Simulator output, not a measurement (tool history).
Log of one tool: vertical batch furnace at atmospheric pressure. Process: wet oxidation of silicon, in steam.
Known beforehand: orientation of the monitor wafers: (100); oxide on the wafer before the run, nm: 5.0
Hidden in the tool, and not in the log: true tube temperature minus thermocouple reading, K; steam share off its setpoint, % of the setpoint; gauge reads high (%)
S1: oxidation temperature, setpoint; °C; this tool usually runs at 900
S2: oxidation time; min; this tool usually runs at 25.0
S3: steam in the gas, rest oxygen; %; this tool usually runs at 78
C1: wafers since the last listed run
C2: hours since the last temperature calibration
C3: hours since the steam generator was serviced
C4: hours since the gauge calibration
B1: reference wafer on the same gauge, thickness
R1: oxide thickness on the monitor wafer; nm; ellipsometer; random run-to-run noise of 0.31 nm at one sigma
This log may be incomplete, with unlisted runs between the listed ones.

Run 1, hour 0.0: usual settings but S2 15.0 min, S3 83 %; C1 0; C2 1092.9; C3 1339.8; C4 72.9; B1 66.62. Result: R1 45.58 nm.
Run 2, hour 17.7: usual settings but S2 15.0 min, S3 83 %; C1 284; C2 1110.6; C3 1357.5; C4 90.6; B1 66.64. Result: R1 46.23 nm.
Run 3, hour 30.5: usual settings; C1 205; C2 1123.4; C3 1370.3; C4 103.4; B1 66.67. Result: R1 67.73 nm.
Run 4, hour 41.9: usual settings; C1 183; C2 1134.8; C3 1381.7; C4 114.8; B1 66.69. Result: R1 67.95 nm.
Run 5, hour 48.4: usual settings; C1 104; C2 1141.3; C3 1388.2; C4 121.3; B1 66.56. Result: R1 67.48 nm.
Run 6, hour 65.4: usual settings; C1 273; C2 1158.3; C3 1405.2; C4 138.3; B1 66.68. Result: R1 67.53 nm.
Run 7, hour 82.2: usual settings; C1 270; C2 1175.1; C3 1422.0; C4 155.1; B1 66.64. Result: R1 67.96 nm.
Run 8, hour 100.5: usual settings; C1 294; C2 1193.4; C3 1440.3; C4 173.4; B1 66.64. Result: R1 67.83 nm.
Run 9, hour 115.4: usual settings; C1 239; C2 1208.3; C3 1455.2; C4 188.3; B1 66.68. Result: R1 67.58 nm.
Run 10, hour 127.6: usual settings; C1 196; C2 1220.5; C3 1467.4; C4 200.5; B1 66.59. Result: R1 68.24 nm.
Run 11, hour 142.0: usual settings; C1 231; C2 1234.9; C3 1481.8; C4 214.9; B1 66.58. Result: R1 67.91 nm.
Run 12, hour 160.3: usual settings; C1 294; C2 1253.2; C3 1500.1; C4 233.2; B1 66.60. Result: R1 68.08 nm.
Run 13, hour 172.3: usual settings; C1 193; C2 1265.2; C3 1512.1; C4 245.2; B1 66.62. Result: R1 67.50 nm.
At hour 208.3: steam generator serviced.
Run 14, hour 208.8: usual settings; C1 201; C2 1301.7; C3 0.5; C4 281.7; B1 66.50. Result: R1 67.88 nm.
Run 15, hour 213.1: usual settings; C1 69; C2 1306.0; C3 4.8; C4 286.0; B1 66.58. Result: R1 67.70 nm.
Run 16, hour 220.6: usual settings; C1 120; C2 1313.5; C3 12.3; C4 293.5; B1 66.60. Result: R1 68.53 nm.
Run 17, hour 229.8: usual settings but S1 888 °C, S2 14.5 min, S3 71 %; C1 148; C2 1322.7; C3 21.5; C4 302.7; B1 66.60. Result: R1 32.74 nm.
Run 18, hour 245.9: usual settings but S2 13.5 min; C1 259; C2 1338.8; C3 37.6; C4 318.8; B1 66.59. Result: R1 39.91 nm.
Run 19, hour 254.7: usual settings but S2 13.0 min, S3 75 %; C1 141; C2 1347.6; C3 46.4; C4 327.6; B1 66.62. Result: R1 37.11 nm.
Run 20, hour 267.1: usual settings but S3 71 %; C1 199; C2 1360.0; C3 58.8; C4 340.0; B1 66.65. Result: R1 62.45 nm.
Run 21, hour 282.2: usual settings; C1 243; C2 1375.1; C3 73.9; C4 355.1; B1 66.60. Result: R1 67.30 nm.
At hour 321.8: thermocouples replaced and temperature profile calibrated.
Run 22, hour 322.3: usual settings; C1 259; C2 0.5; C3 114.0; C4 395.2; B1 66.63. Result: R1 63.66 nm.
Run 23, hour 326.7: usual settings but S1 923 °C, S2 28.0 min, S3 88 %; C1 70; C2 4.9; C3 118.4; C4 399.6; B1 66.53. Result: R1 105.26 nm.
Run 24, hour 331.1: usual settings; C1 70; C2 9.3; C3 122.8; C4 404.0; B1 66.64. Result: R1 63.67 nm.
Run 25, hour 335.8: usual settings but S1 879 °C, S2 14.0 min; C1 75; C2 14.0; C3 127.5; C4 408.7; B1 66.61. Result: R1 28.84 nm.
At hour 340.9: gauge calibrated.
Run 26, hour 350.9: usual settings; C1 243; C2 29.1; C3 142.6; C4 10.0; B1 66.56. Result: R1 63.97 nm.
Run 27, hour 361.7: usual settings but S2 36.5 min, S3 85 %; C1 173; C2 39.9; C3 153.4; C4 20.8; B1 66.51. Result: R1 97.28 nm.
Run 28, hour 378.3: usual settings; C1 267; C2 56.5; C3 170.0; C4 37.4; B1 66.53. Result: R1 64.54 nm.
Run 29, hour 387.9: usual settings; C1 154; C2 66.1; C3 179.6; C4 47.0; B1 66.64. Result: R1 64.33 nm.
Run 30, hour 403.8: usual settings but S1 893 °C, S2 28.5 min; C1 255; C2 82.0; C3 195.5; C4 62.9; B1 66.62. Result: R1 65.34 nm.
Run 31, hour 421.7: usual settings but S2 14.5 min; C1 288; C2 99.9; C3 213.4; C4 80.8; B1 66.62. Result: R1 40.52 nm.
Run 32, hour 438.9: usual settings but S2 13.0 min; C1 276; C2 117.1; C3 230.6; C4 98.0; B1 66.70. Result: R1 36.58 nm.
Run 33, hour 455.3: usual settings but S1 882 °C, S2 36.0 min, S3 83 %; C1 263; C2 133.5; C3 247.0; C4 114.4; B1 66.57. Result: R1 72.07 nm.
Run 34, hour 462.2: usual settings; C1 111; C2 140.4; C3 253.9; C4 121.3; B1 66.66. Result: R1 64.94 nm.
Run 35, hour 469.0: usual settings but S2 31.5 min; C1 109; C2 147.2; C3 260.7; C4 128.1; B1 66.56. Result: R1 80.06 nm.
Run 36, hour 475.3: usual settings but S3 71 %; C1 101; C2 153.5; C3 267.0; C4 134.4; B1 66.63. Result: R1 59.51 nm.
Run 37, hour 486.6: usual settings but S2 18.0 min; C1 181; C2 164.8; C3 278.3; C4 145.7; B1 66.56. Result: R1 49.06 nm.

Each row is a separate what-if for the run after 37, all from the same tool condition, not one after another. Results?
Run A, hour 491.1: usual settings but S3 74 %; C1 72; C2 169.3; C3 282.8; C4 150.2; B1 ?. Result: R1 ?.
Run B, hour 491.1: usual settings but S1 875 °C, S2 17.0 min; C1 72; C2 169.3; C3 282.8; C4 150.2; B1 ?. Result: R1 ?.
Run C, hour 491.1: usual settings but S3 67 %; C1 72; C2 169.3; C3 282.8; C4 150.2; B1 ?. Result: R1 ?.
Run D, hour 491.1: usual settings but S1 913 °C, S2 15.5 min, S3 72 %; C1 72; C2 169.3; C3 282.8; C4 150.2; B1 ?. Result: R1 ?.
Run E, hour 491.1: usual settings but S3 87 %; C1 72; C2 169.3; C3 282.8; C4 150.2; B1 ?. Result: R1 ?.

run     B1     R1
  A  66.63  62.25
  B  66.63  32.43
  C  66.63  57.08
  D  66.63  47.70
  E  66.63  71.75
With no hidden state in the tool, these same runs would have given:
run     R1
  A  60.27
  B  31.39
  C  55.27
  D  46.39
  E  69.47

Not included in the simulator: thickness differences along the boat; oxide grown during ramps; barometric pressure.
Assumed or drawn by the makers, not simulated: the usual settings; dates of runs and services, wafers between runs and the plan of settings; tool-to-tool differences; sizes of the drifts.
